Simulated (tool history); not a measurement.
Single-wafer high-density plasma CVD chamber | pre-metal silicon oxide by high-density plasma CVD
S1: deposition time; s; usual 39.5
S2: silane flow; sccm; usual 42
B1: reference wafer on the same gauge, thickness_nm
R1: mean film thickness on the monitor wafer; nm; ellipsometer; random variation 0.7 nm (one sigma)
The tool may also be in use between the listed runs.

Run 1, day 0.000: usual settings but S1 37.7 s; B1 209.534. Result: R1 167.182 nm.
Run 2, day 0.925: usual settings but S1 37.7 s; B1 209.411. Result: R1 167.483 nm.
At day 1.275: gauge calibrated.
Run 3, day 1.675: usual settings but S1 37.7 s; B1 214.117. Result: R1 170.926 nm.
Run 4, day 6.000: usual settings; B1 213.808. Result: R1 179.295 nm.
Run 5, day 6.662: usual settings; B1 213.808. Result: R1 178.491 nm.
Run 6, day 9.362: usual settings; B1 213.164. Result: R1 178.169 nm.
At day 10.021: silane flow controller replaced.
Run 7, day 10.400: usual settings but S2 38 sccm; B1 213.271. Result: R1 161.533 nm.
Run 8, day 11.379: usual settings but S1 34.9 s; B1 213.162. Result: R1 157.984 nm.
Run 9, day 12.075: usual settings but S1 34.9 s; B1 212.826. Result: R1 157.412 nm.
Run 10, day 13.058: usual settings; B1 212.680. Result: R1 177.875 nm.
Run 11, day 13.925: usual settings but S2 39 sccm; B1 212.324. Result: R1 164.837 nm.
Run 12, day 15.088: usual settings but S2 39 sccm; B1 212.022. Result: R1 165.272 nm.
Run 13, day 15.779: usual settings but S1 42.8 s, S2 50 sccm; B1 212.110. Result: R1 229.094 nm.
Run 14, day 17.146: usual settings but S1 35.1 s, S2 38 sccm; B1 211.556. Result: R1 142.339 nm.
Run 15, day 18.183: usual settings but S1 46.5 s, S2 46 sccm; B1 211.246. Result: R1 228.390 nm.
Run 16, day 19.283: usual settings but S1 37.7 s; B1 210.625. Result: R1 168.293 nm.
Run 17, day 19.796: usual settings; B1 210.793. Result: R1 175.907 nm.
At day 22.283: gauge calibrated.
Run 18, day 24.254: usual settings but S1 46.0 s, S2 34 sccm; B1 213.602. Result: R1 167.868 nm.
Run 19, day 25.104: usual settings but S1 35.2 s; B1 213.755. Result: R1 159.049 nm.
Run 20, day 26.242: usual settings but S1 33.3 s, S2 48 sccm; B1 213.433. Result: R1 171.542 nm.
Run 21, day 27.300: usual settings; B1 213.489. Result: R1 178.594 nm.
Run 22, day 28.258: usual settings but S1 31.8 s, S2 46 sccm; B1 213.039. Result: R1 156.573 nm.
Run 23, day 29.421: usual settings but S1 41.9 s, S2 48 sccm; B1 213.027. Result: R1 216.632 nm.
Run 24, day 30.029: usual settings but S1 46.0 s, S2 46 sccm; B1 212.766. Result: R1 226.840 nm.

Some steps in R1 between neighbouring runs. How much of each would the tool show without its hidden state too (settings, what came in, random variation), and how much is left for the hidden state, with any gauge scatter that isn't in both results?
The hidden state here: delivered silane flow above the setpoint (%); gauge reads high (%).
Run 2 -> 3: gauge calibrated. R1 +3.443 nm: hidden state +3.904, all else -0.461.
Run 13 -> 14: S1 42.8 -> 35.1, S2 50 -> 38. R1 -86.755 nm: hidden state +0.540, all else -87.295.
Run 14 -> 15: S1 35.1 -> 46.5, S2 38 -> 46. R1 +86.051 nm: hidden state -1.394, all else +87.445.
Run 17 -> 18: S1 39.5 -> 46.0, S2 42 -> 34, gauge calibrated. R1 -8.039 nm: hidden state +2.550, all else -10.589.
